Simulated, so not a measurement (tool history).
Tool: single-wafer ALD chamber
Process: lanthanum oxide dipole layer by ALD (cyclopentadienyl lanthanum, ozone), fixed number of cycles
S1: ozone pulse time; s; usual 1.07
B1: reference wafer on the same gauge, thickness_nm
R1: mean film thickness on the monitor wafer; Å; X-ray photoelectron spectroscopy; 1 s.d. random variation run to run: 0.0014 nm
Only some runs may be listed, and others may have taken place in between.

run,hour,S1,B1,R1
1,0,1.07,0.447,4.47
2,17.8,1.07,0.447,4.45
3,31.4,1.07,0.447,4.49
4,46.6,1.19,0.447,4.68
5,57.8,1.19,0.447,4.67
6,71.2,1.19,0.447,4.65
# hour 79.9: showerhead replaced
7,80.4,1.07,0.447,4.48
8,85.3,1.07,0.447,4.46
9,97.5,1.07,0.447,4.43
# hour 109.4: thermocouple changed; heater temperature recalibrated
# hour 115.1: ozone generator serviced
10,115.6,1.07,0.447,5.06
11,115.9,1.48,0.447,5.5
12,133.7,0.74,0.447,4.3
# hour 143.1: gauge calibrated
13,144.9,1.07,0.448,5
14,155.2,0.91,0.447,4.7
15,191.7,0.84,0.447,4.51
16,201.2,1.07,0.447,4.96
17,209.2,1.23,0.447,5.15
18,217.9,0.78,0.447,4.32
19,234,1.33,0.447,5.26
20,251.7,1.07,0.447,4.9

4 options for the next run, each taken on its own from the tool as it stands now. Forecast them:
A,252.1,1.29,?,?
B,252.1,1.32,?,?
C,252.1,1.22,?,?
D,252.1,0.8,?,?

run,B1,R1
A,0.447,5.19
B,0.447,5.23
C,0.447,5.11
D,0.447,4.31
With no hidden state in the tool, these same runs would have given:
run,R1
A,5.47
B,5.5
C,5.41
D,4.73
